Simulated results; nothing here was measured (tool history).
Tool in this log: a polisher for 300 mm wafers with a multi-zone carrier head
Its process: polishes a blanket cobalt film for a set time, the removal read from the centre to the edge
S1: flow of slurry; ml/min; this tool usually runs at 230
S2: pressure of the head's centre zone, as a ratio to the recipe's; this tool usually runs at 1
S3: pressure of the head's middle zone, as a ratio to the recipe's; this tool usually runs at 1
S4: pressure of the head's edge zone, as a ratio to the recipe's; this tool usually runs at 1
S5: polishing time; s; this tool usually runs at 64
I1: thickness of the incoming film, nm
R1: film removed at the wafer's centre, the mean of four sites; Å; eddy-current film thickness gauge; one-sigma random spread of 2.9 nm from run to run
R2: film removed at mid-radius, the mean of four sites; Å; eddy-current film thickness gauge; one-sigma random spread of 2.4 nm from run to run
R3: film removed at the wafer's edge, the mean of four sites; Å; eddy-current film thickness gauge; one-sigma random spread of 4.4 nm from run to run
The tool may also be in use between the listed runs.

run	hour	S1	S2	S3	S4	S5	I1	R1	R2	R3
1	0	170	1	1	1	64	1347.9	2854	2913	2899
2	98.6	230	1	0.92	1	57	1338.9	2761	2506	2675
3	181.4	230	1	0.92	1	57	1349	2743	2488	2614
4	250.6	230	1	1	1.06	50	1329.6	2383	2363	2391
5	299.9	230	1	1	1	64	1330.9	2983	3023	2969
6	383.5	200	1.09	0.92	0.97	64	1353.3	3232	2775	2862
7	486.1	230	1	0.96	0.91	64	1349.4	2970	2923	2837
8	535.6	230	1	1	1	64	1368.4	2918	3016	2969
9	609.9	200	0.96	1	0.93	77	1318.4	3321	3577	3390
10	676.8	230	1	1	1.06	50	1354.1	2240	2370	2396
11	725.1	230	1	1	1	64	1328.8	2872	3011	2988
12	788.9	230	1	0.92	1	57	1351	2482	2518	2666
13	848.3	230	1	1.08	1	80	1342	3761	4005	3766
14	940.3	230	1	1	0.9	64	1347	2948	3018	2834
15	1020.3	230	1.04	0.96	1	48	1320.4	2343	2200	2307
16	1100.9	230	1	1	1.09	51	1326.3	2317	2397	2435
17	1165.5	230	1	1	1	64	1337.5	2940	3024	3000
18	1262.1	230	1	1	1	76	1323	3549	3624	3547
19	1364.2	230	1	1	1	75	1352.2	3427	3549	3517
20	1428.7	230	1	1	1.06	64	1359.8	2880	2978	2987
21	1482.3	230	0.9	1.05	1.07	64	1323.2	2633	3129	3061
22	1539.9	230	1.07	1.08	1	64	1312.8	3040	3175	2917

Between the runs listed above, the log contained 9 entries, not reproduced here. Where in the sequence does each belong, and how does what the log doesn't record of the tool's condition differ from the listed run before to the listed run after?
Between runs 4 and 5: worn pad replaced by a new one (hour 256.1); slurry nozzle cleaned (hour 266.2)
  deviation of the centre zone's pressure from its setpoint, %: -0.0499 -> -0.407
  what was measured, less what the result would be without the hidden state, R1: -1 -> -12 Å
Between runs 6 and 7: edge zone pressure recalibrated (hour 466.8)
  deviation of the centre zone's pressure from its setpoint, %: -1.1 -> -2.11
  what was measured, less what the result would be without the hidden state, R1: -36 -> -64 Å
Between runs 8 and 9: carrier head's membrane replaced by a new one (hour 573.1)
  deviation of the centre zone's pressure from its setpoint, %: -2.65 -> -3.55
  what was measured, less what the result would be without the hidden state, R1: -81 -> -124 Å
Between runs 9 and 10: worn pad replaced by a new one (hour 667.6)
  deviation of the centre zone's pressure from its setpoint, %: -3.55 -> -4.43
  what was measured, less what the result would be without the hidden state, R1: -124 -> -104 Å
Between runs 12 and 13: centre zone pressure recalibrated (hour 795.3)
  deviation of the centre zone's pressure from its setpoint, %: -6.06 -> -0.451
  what was measured, less what the result would be without the hidden state, R1: -161 -> -18 Å
Between runs 15 and 16: slurry nozzle cleaned (hour 1070)
  deviation of the centre zone's pressure from its setpoint, %: -0.834 -> -1.18
  what was measured, less what the result would be without the hidden state, R1: -20 -> -28 Å
Between runs 17 and 18: worn pad replaced by a new one (hour 1178.6)
  deviation of the centre zone's pressure from its setpoint, %: -1.53 -> -2.18
  what was measured, less what the result would be without the hidden state, R1: -46 -> -79 Å
Between runs 18 and 19: carrier head's membrane replaced by a new one (hour 1335)
  deviation of the centre zone's pressure from its setpoint, %: -2.18 -> -3.02
  what was measured, less what the result would be without the hidden state, R1: -79 -> -107 Å
